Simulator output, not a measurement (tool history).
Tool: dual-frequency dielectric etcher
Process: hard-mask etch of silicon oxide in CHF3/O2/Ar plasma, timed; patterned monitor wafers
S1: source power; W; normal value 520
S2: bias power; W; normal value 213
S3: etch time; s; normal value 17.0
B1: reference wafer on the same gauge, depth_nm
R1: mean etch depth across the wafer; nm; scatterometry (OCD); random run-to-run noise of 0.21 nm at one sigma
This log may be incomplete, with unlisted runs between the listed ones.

run 1 day=0.000 | S1=520 S2=213 S3=18.5 | B1=33.76 | R1=37.27
run 2 day=0.275 | S1=520 S2=213 S3=17.0 | B1=33.71 | R1=34.50
run 3 day=0.854 | S1=520 S2=213 S3=17.0 | B1=33.70 | R1=34.27
run 4 day=1.254 | S1=520 S2=213 S3=17.0 | B1=33.70 | R1=33.75
run 5 day=1.525 | S1=520 S2=213 S3=17.0 | B1=33.67 | R1=34.04
-- day=2.112 source power generator calibrated
-- day=2.588 gauge calibrated
-- day=2.854 upper electrode replaced, of another model than before
run 6 day=2.875 | S1=520 S2=183 S3=17.0 | B1=33.66 | R1=32.01
run 7 day=2.888 | S1=520 S2=183 S3=17.0 | B1=33.67 | R1=31.83
run 8 day=2.900 | S1=520 S2=183 S3=17.0 | B1=33.76 | R1=31.70
run 9 day=3.133 | S1=520 S2=213 S3=17.0 | B1=33.69 | R1=34.01
run 10 day=3.550 | S1=520 S2=213 S3=17.0 | B1=33.73 | R1=33.80
run 11 day=3.858 | S1=520 S2=213 S3=17.0 | B1=33.70 | R1=33.97
-- day=4.550 bias power generator calibrated
run 12 day=4.596 | S1=520 S2=213 S3=17.0 | B1=33.67 | R1=33.87
run 13 day=5.238 | S1=520 S2=213 S3=17.0 | B1=33.65 | R1=33.70
run 14 day=5.921 | S1=560 S2=160 S3=20.0 | B1=33.76 | R1=36.06
run 15 day=6.567 | S1=630 S2=213 S3=20.0 | B1=33.68 | R1=44.53
-- day=7.608 wet clean of the chamber
run 16 day=7.629 | S1=590 S2=246 S3=17.0 | B1=33.79 | R1=40.38
run 17 day=7.871 | S1=470 S2=253 S3=19.5 | B1=33.69 | R1=41.23
run 18 day=8.550 | S1=520 S2=213 S3=20.0 | B1=33.66 | R1=41.82
run 19 day=9.275 | S1=520 S2=258 S3=17.0 | B1=33.67 | R1=38.84
run 20 day=10.021 | S1=520 S2=229 S3=20.5 | B1=33.62 | R1=43.70
run 21 day=10.375 | S1=470 S2=213 S3=13.0 | B1=33.67 | R1=25.37
run 22 day=10.912 | S1=580 S2=189 S3=15.0 | B1=33.72 | R1=31.39
run 23 day=11.167 | S1=520 S2=213 S3=17.0 | B1=33.70 | R1=35.19
run 24 day=11.571 | S1=620 S2=245 S3=15.0 | B1=33.66 | R1=36.53
run 25 day=11.900 | S1=610 S2=213 S3=14.0 | B1=33.71 | R1=31.53
run 26 day=12.321 | S1=520 S2=213 S3=17.0 | B1=33.72 | R1=35.11
run 27 day=12.912 | S1=520 S2=213 S3=17.0 | B1=33.61 | R1=34.88
run 28 day=13.567 | S1=520 S2=196 S3=17.0 | B1=33.71 | R1=33.41
run 29 day=13.833 | S1=520 S2=213 S3=13.5 | B1=33.64 | R1=27.63
-- day=13.979 gauge calibrated
run 30 day=14.362 | S1=590 S2=243 S3=17.0 | B1=33.67 | R1=39.81
run 31 day=14.779 | S1=520 S2=213 S3=17.0 | B1=33.70 | R1=34.71

Here are 3 independent what-if runs from the current tool condition. What would each one return?
run A day=14.796 | S1=520 S2=228 S3=17.0 | B1=? | R1=?
run B day=14.796 | S1=630 S2=185 S3=14.0 | B1=? | R1=?
run C day=14.796 | S1=520 S2=169 S3=17.0 | B1=? | R1=?

run=A B1=33.71 R1=35.71
run=B B1=33.71 R1=29.73
run=C B1=33.71 R1=31.09
Without the tool's hidden state the same runs would have given:
run=A R1=36.43
run=B R1=30.33
run=C R1=31.72
